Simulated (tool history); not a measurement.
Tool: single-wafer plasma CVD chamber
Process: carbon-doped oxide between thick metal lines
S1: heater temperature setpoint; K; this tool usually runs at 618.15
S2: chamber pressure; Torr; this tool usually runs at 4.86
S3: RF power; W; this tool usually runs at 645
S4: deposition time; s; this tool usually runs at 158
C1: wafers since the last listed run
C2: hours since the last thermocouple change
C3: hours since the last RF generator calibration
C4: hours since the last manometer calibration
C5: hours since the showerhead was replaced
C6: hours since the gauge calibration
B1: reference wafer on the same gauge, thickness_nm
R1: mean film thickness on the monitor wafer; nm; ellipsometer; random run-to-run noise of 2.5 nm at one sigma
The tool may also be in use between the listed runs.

run     day      S1    S2   S3   S4    C1      C2      C3      C4      C5      C6        B1        R1
  1       0  618.15  4.86  545  158     0  1706.3   172.1   478.5  4890.2   384.9   1095.93   822.838
  2    3.15  618.15  4.86  545  158   924  1781.9   247.7   554.1  4965.8   460.5  1095.701   826.313
  3   6.171  609.15  4.86  645  158   886  1854.4   320.2   626.6  5038.3     533  1096.269   976.516
  4  10.108  618.15  4.86  645  149  1155  1948.9   414.7   721.1  5132.8   627.5   1096.75   903.966
  5  13.858  618.15  4.86  645  158  1100  2038.9   504.7   811.1  5222.8   717.5  1098.358   954.454
  6  16.954  618.15  4.43  645  158   908  2113.2     579   885.4  5297.1   791.8  1096.624   936.552
  7  19.392  618.15  4.43  645  158   715  2171.7   637.5   943.9  5355.6   850.3  1098.164   939.115
  8  23.104  618.15  4.43  645  158  1089  2260.8   726.6    1033  5444.7   939.4  1097.216   938.154
  9  25.867  625.15  4.86  645  144   810  2327.1   792.9  1099.3    5511  1005.7  1096.864   855.059
     27.958  -- thermocouple changed; heater temperature recalibrated
     28.904  -- capacitance manometer re-zeroed and calibrated
 10  29.417  618.15  4.86  645  158   846      35   878.1    12.3  5596.2  1090.9  1098.404   954.097
     31.054  -- showerhead replaced
 11  31.162  618.15  4.86  645  158   414    76.9     920    54.2     2.6  1132.8  1097.807   951.985
 12  33.212  618.15  4.86  645  158   601   126.1   969.2   103.4    51.8    1182  1096.406   947.917
 13   37.45  618.15  4.86  645  186  1243   227.8  1070.9   205.1   153.5  1283.7  1096.965  1114.954
 14  39.221  618.15  4.86  645  184   519   270.3  1113.4   247.6     196  1326.2  1097.064  1107.033
 15  43.483  610.15  4.86  540  158  1250   372.6  1215.7   349.9   298.3  1428.5  1096.547   829.585
 16  47.671  618.15  4.86  725  158  1228   473.1  1316.2   450.4   398.8    1529  1096.351   1043.14
 17  49.192  618.15  4.86  725  179   446   509.6  1352.7   486.9   435.3  1565.5  1097.499  1177.322
     50.038  -- gauge calibrated
 18  52.312  606.15  4.37  645  158   915   584.5  1427.6   561.8   510.2    54.6  1095.359   951.743
     56.483  -- RF generator calibrated
 19  56.504  608.15  4.86  645  149  1132   685.1     0.5   662.4   610.8   155.2  1096.643   924.451
 20  58.596  629.15  4.86  740  133   613   735.3    50.7   712.6     661   205.4  1097.053   874.069
 21  62.979  618.15  4.86  645  171  1286   840.5   155.9   817.8   766.2   310.6  1097.481  1036.597
 22  64.675  606.15  4.37  645  158   497   881.2   196.6   858.5   806.9   351.3  1096.984   969.369
 23  68.183  609.15  4.86  720  158  1029   965.4   280.8   942.7   891.1   435.5  1097.348  1072.481
     69.271  -- capacitance manometer re-zeroed and calibrated
 24   73.05  612.15  4.86  590  133  1330  1082.2   397.6    90.7  1007.9   552.3  1096.733   754.295
 25  75.762  618.15  4.86  645  158   795  1147.3   462.7   155.8    1073   617.4  1097.574    957.73
 26  78.988  618.15  3.75  645  158   946  1224.7   540.1   233.2  1150.4   694.8  1096.432   914.829
 27  83.046  618.15  4.86  645  158  1190  1322.1   637.5   330.6  1247.8   792.2  1097.154   955.196

Measured less the same run without the tool's hidden state. The same run-to-run variation is in both; the gauge's scatter may not be:
Hidden conditions of the tool in this case: wafer temperature above the value expected at the setpoint (K); delivered RF power above the setpoint (%); true pressure above the setpoint (%); gauge reads high (%).
run       R1
  1   -0.382
  2   -0.539
  3   -0.848
  4   -1.146
  5   -1.665
  6   -2.068
  7    -2.46
  8   -3.116
  9   -3.339
 10   -4.513
 11   -4.921
 12   -5.412
 13   -7.715
 14    -8.26
 15   -7.752
 16  -10.492
 17  -12.499
 18  -11.575
 19   -1.138
 20   -1.058
 21   -1.421
 22   -1.408
 23   -1.755
 24   -1.615
 25    -2.36
 26   -2.664
 27   -3.415
